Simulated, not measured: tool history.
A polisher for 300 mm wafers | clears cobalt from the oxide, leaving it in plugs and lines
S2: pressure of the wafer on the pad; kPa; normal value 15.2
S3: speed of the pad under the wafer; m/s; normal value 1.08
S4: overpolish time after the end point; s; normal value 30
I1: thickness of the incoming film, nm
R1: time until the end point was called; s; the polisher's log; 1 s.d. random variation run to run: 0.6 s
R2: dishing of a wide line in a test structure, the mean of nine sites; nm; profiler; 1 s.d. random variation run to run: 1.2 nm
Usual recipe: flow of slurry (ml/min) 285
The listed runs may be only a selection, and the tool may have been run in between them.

{"run": 1, "day": 0.0, "flow of slurry (ml/min)": 285, "S2": 15.2, "S3": 1.08, "S4": 30, "I1": 190.6, "R1": 34.6, "R2": 75.1}
{"day": 0.638, "done": "worn pad replaced by a new one"}
{"run": 2, "day": 1.171, "flow of slurry (ml/min)": 285, "S2": 15.2, "S3": 1.08, "S4": 30, "I1": 188.5, "R1": 35.0, "R2": 76.0}
{"run": 3, "day": 2.808, "flow of slurry (ml/min)": 285, "S2": 15.2, "S3": 1.08, "S4": 30, "I1": 187.3, "R1": 34.6, "R2": 73.5}
{"run": 4, "day": 3.312, "flow of slurry (ml/min)": 285, "S2": 15.2, "S3": 1.08, "S4": 30, "I1": 188.3, "R1": 33.8, "R2": 74.3}
{"run": 5, "day": 4.171, "flow of slurry (ml/min)": 285, "S2": 15.2, "S3": 1.08, "S4": 30, "I1": 191.6, "R1": 34.8, "R2": 74.4}
{"run": 6, "day": 5.575, "flow of slurry (ml/min)": 285, "S2": 15.2, "S3": 0.94, "S4": 30, "I1": 186.6, "R1": 40.4, "R2": 70.2}
{"run": 7, "day": 6.662, "flow of slurry (ml/min)": 285, "S2": 13.8, "S3": 1.08, "S4": 30, "I1": 191.3, "R1": 37.6, "R2": 71.6}
{"run": 8, "day": 7.371, "flow of slurry (ml/min)": 285, "S2": 13.8, "S3": 1.08, "S4": 30, "I1": 189.4, "R1": 36.7, "R2": 69.9}
{"day": 8.154, "done": "worn pad replaced by a new one"}
{"run": 9, "day": 8.542, "flow of slurry (ml/min)": 285, "S2": 13.8, "S3": 1.08, "S4": 30, "I1": 191.5, "R1": 38.0, "R2": 71.0}
{"run": 10, "day": 9.45, "flow of slurry (ml/min)": 285, "S2": 15.2, "S3": 1.08, "S4": 30, "I1": 191.0, "R1": 34.7, "R2": 75.1}
{"run": 11, "day": 10.592, "flow of slurry (ml/min)": 285, "S2": 15.2, "S3": 1.08, "S4": 30, "I1": 188.2, "R1": 35.1, "R2": 76.4}
{"run": 12, "day": 11.583, "flow of slurry (ml/min)": 285, "S2": 15.2, "S3": 1.08, "S4": 30, "I1": 189.8, "R1": 34.6, "R2": 74.3}
{"run": 13, "day": 12.462, "flow of slurry (ml/min)": 285, "S2": 12.4, "S3": 1.08, "S4": 35, "I1": 191.2, "R1": 42.3, "R2": 72.8}
{"run": 14, "day": 13.288, "flow of slurry (ml/min)": 185, "S2": 15.2, "S3": 1.38, "S4": 30, "I1": 192.1, "R1": 29.4, "R2": 76.2}
{"run": 15, "day": 14.392, "flow of slurry (ml/min)": 285, "S2": 17.9, "S3": 1.08, "S4": 30, "I1": 189.5, "R1": 29.3, "R2": 78.3}
{"day": 14.779, "done": "worn pad replaced by a new one"}
{"run": 16, "day": 15.625, "flow of slurry (ml/min)": 365, "S2": 15.2, "S3": 1.08, "S4": 45, "I1": 188.4, "R1": 33.3, "R2": 82.0}
{"run": 17, "day": 16.846, "flow of slurry (ml/min)": 240, "S2": 20.0, "S3": 0.84, "S4": 30, "I1": 189.1, "R1": 34.3, "R2": 76.5}
{"day": 17.254, "done": "slurry nozzle cleaned"}
{"day": 19.367, "done": "head pressure recalibrated"}
{"run": 18, "day": 19.988, "flow of slurry (ml/min)": 370, "S2": 15.2, "S3": 1.08, "S4": 30, "I1": 189.1, "R1": 33.6, "R2": 76.1}
{"run": 19, "day": 21.221, "flow of slurry (ml/min)": 325, "S2": 20.0, "S3": 1.24, "S4": 40, "I1": 191.0, "R1": 22.6, "R2": 84.8}
{"run": 20, "day": 22.312, "flow of slurry (ml/min)": 340, "S2": 15.2, "S3": 1.08, "S4": 23, "I1": 186.2, "R1": 33.4, "R2": 69.2}

Run 21 comes next. What will it give?
{"day": 22.908, "done": "worn pad replaced by a new one"}
{"run": 21, "day": 26.35, "flow of slurry (ml/min)": 285, "S2": 15.2, "S3": 1.08, "S4": 30, "I1": 192.5, "R1": "?", "R2": "?"}

R1: 34.4 s
R2: 75.3 nm
Without the tool's hidden state the same run would have given R1 34.4 s, R2 75.3 nm.
